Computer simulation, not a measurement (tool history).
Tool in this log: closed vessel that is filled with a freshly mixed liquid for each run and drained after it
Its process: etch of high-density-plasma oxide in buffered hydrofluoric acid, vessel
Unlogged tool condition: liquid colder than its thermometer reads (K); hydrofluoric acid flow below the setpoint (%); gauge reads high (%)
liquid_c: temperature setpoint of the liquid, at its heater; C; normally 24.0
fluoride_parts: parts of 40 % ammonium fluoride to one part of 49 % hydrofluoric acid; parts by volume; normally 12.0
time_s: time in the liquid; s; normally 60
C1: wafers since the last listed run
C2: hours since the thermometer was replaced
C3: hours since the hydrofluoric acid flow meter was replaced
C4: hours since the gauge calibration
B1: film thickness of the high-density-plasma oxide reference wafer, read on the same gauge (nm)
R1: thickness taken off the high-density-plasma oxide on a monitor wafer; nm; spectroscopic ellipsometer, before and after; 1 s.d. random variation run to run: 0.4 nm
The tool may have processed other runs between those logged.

Run 1, day 0.000: usual settings; C1 0; C2 1560.9; C3 363.8; C4 368.7; B1 90.70. Result: R1 62.56 nm.
Run 2, day 1.204: usual settings but liquid_c 20.5 C, time_s 80 s; C1 3328; C2 1589.8; C3 392.7; C4 397.6; B1 90.81. Result: R1 69.19 nm.
Run 3, day 2.438: usual settings but liquid_c 20.5 C, time_s 80 s; C1 3408; C2 1619.4; C3 422.3; C4 427.2; B1 90.88. Result: R1 68.69 nm.
Run 4, day 3.579: usual settings but liquid_c 20.5 C, time_s 80 s; C1 3155; C2 1646.8; C3 449.7; C4 454.6; B1 90.92. Result: R1 68.52 nm.
Run 5, day 7.858: usual settings; C1 11827; C2 1749.5; C3 552.4; C4 557.3; B1 91.35. Result: R1 62.52 nm.
Run 6, day 9.233: usual settings; C1 3800; C2 1782.5; C3 585.4; C4 590.3; B1 91.51. Result: R1 62.76 nm.
Run 7, day 10.100: usual settings but fluoride_parts 9.0 parts by volume; C1 2395; C2 1803.3; C3 606.2; C4 611.1; B1 91.57. Result: R1 80.90 nm.
Run 8, day 10.875: usual settings; C1 2142; C2 1821.9; C3 624.8; C4 629.7; B1 91.67. Result: R1 63.55 nm.
Run 9, day 11.629: usual settings but fluoride_parts 8.0 parts by volume, time_s 35 s; C1 2084; C2 1840.0; C3 642.9; C4 647.8; B1 91.72. Result: R1 53.80 nm.
Run 10, day 12.283: usual settings but fluoride_parts 8.0 parts by volume, time_s 35 s; C1 1808; C2 1855.7; C3 658.6; C4 663.5; B1 91.78. Result: R1 53.56 nm.
Run 11, day 13.029: usual settings but fluoride_parts 8.0 parts by volume, time_s 35 s; C1 2061; C2 1873.6; C3 676.5; C4 681.4; B1 91.87. Result: R1 53.83 nm.
Run 12, day 15.571: usual settings; C1 7025; C2 1934.6; C3 737.5; C4 742.4; B1 92.18. Result: R1 64.04 nm.
Run 13, day 16.646: usual settings; C1 2971; C2 1960.4; C3 763.3; C4 768.2; B1 92.30. Result: R1 64.07 nm.
Run 14, day 17.642: usual settings but liquid_c 20.0 C, fluoride_parts 8.5 parts by volume, time_s 90 s; C1 2752; C2 1984.3; C3 787.2; C4 792.1; B1 92.45. Result: R1 104.15 nm.
Run 15, day 21.379: usual settings; C1 10330; C2 2074.0; C3 876.9; C4 881.8; B1 93.03. Result: R1 63.43 nm.
Run 16, day 22.088: usual settings but liquid_c 22.0 C, fluoride_parts 9.0 parts by volume; C1 1957; C2 2091.0; C3 893.9; C4 898.8; B1 93.12. Result: R1 73.16 nm.
Run 17, day 23.333: usual settings but liquid_c 26.5 C, time_s 75 s; C1 3443; C2 2120.9; C3 923.8; C4 928.7; B1 93.27. Result: R1 90.87 nm.
Run 18, day 24.362: usual settings; C1 2844; C2 2145.6; C3 948.5; C4 953.4; B1 93.42. Result: R1 64.09 nm.
Run 19, day 25.408: usual settings but liquid_c 22.0 C, fluoride_parts 16.5 parts by volume, time_s 90 s; C1 2890; C2 2170.7; C3 973.6; C4 978.5; B1 93.64. Result: R1 62.85 nm.
Run 20, day 26.854: usual settings but liquid_c 25.5 C, fluoride_parts 16.0 parts by volume, time_s 30 s; C1 3996; C2 2205.4; C3 1008.3; C4 1013.2; B1 93.86. Result: R1 26.44 nm.
Run 21, day 28.150: usual settings; C1 3581; C2 2236.5; C3 1039.4; C4 1044.3; B1 94.05. Result: R1 64.58 nm.
At day 29.250: hydrofluoric acid flow meter replaced.
At day 29.712: gauge calibrated.
At day 29.733: thermometer replaced.
Run 22, day 31.746: usual settings but liquid_c 28.0 C, fluoride_parts 16.5 parts by volume, time_s 95 s; C1 9708; C2 48.3; C3 59.9; C4 48.8; B1 90.30. Result: R1 89.67 nm.
Run 23, day 35.271: usual settings but fluoride_parts 8.0 parts by volume; C1 9742; C2 132.9; C3 144.5; C4 133.4; B1 90.33. Result: R1 89.10 nm.
Run 24, day 35.912: usual settings; C1 1773; C2 148.3; C3 159.9; C4 148.8; B1 90.32. Result: R1 62.00 nm.
Run 25, day 39.442: usual settings but fluoride_parts 8.0 parts by volume, time_s 35 s; C1 9754; C2 233.0; C3 244.6; C4 233.5; B1 90.46. Result: R1 52.51 nm.
Run 26, day 40.612: usual settings; C1 3236; C2 261.1; C3 272.7; C4 261.6; B1 90.55. Result: R1 62.15 nm.
Run 27, day 41.712: usual settings but fluoride_parts 17.0 parts by volume; C1 3040; C2 287.5; C3 299.1; C4 288.0; B1 90.56. Result: R1 44.35 nm.
Run 28, day 42.942: usual settings but liquid_c 22.5 C; C1 3397; C2 317.0; C3 328.6; C4 317.5; B1 90.57. Result: R1 57.31 nm.
Run 29, day 43.450: usual settings but time_s 45 s; C1 1405; C2 329.2; C3 340.8; C4 329.7; B1 90.65. Result: R1 47.14 nm.
Run 30, day 43.975: usual settings; C1 1451; C2 341.8; C3 353.4; C4 342.3; B1 90.65. Result: R1 62.40 nm.
Run 31, day 44.867: usual settings but liquid_c 20.0 C, fluoride_parts 10.5 parts by volume, time_s 90 s; C1 2464; C2 363.2; C3 374.8; C4 363.7; B1 90.75. Result: R1 85.40 nm.

Branching from run 31: 4 alternative next runs. What would each branch give?
Run A, day 44.896: usual settings; C1 80; C2 363.9; C3 375.5; C4 364.4; B1 ?. Result: R1 ?.
Run B, day 44.896: usual settings but time_s 30 s; C1 80; C2 363.9; C3 375.5; C4 364.4; B1 ?. Result: R1 ?.
Run C, day 44.896: usual settings but liquid_c 21.0 C, fluoride_parts 9.5 parts by volume, time_s 30 s; C1 80; C2 363.9; C3 375.5; C4 364.4; B1 ?. Result: R1 ?.
Run D, day 44.896: usual settings but liquid_c 28.5 C, fluoride_parts 14.0 parts by volume, time_s 30 s; C1 80; C2 363.9; C3 375.5; C4 364.4; B1 ?. Result: R1 ?.

run     B1     R1
  A  90.73  61.99
  B  90.73  30.99
  C  90.73  32.42
  D  90.73  33.95
What these runs would have given with no unlogged condition in the tool:
run     R1
  A  61.49
  B  30.75
  C  32.16
  D  33.68
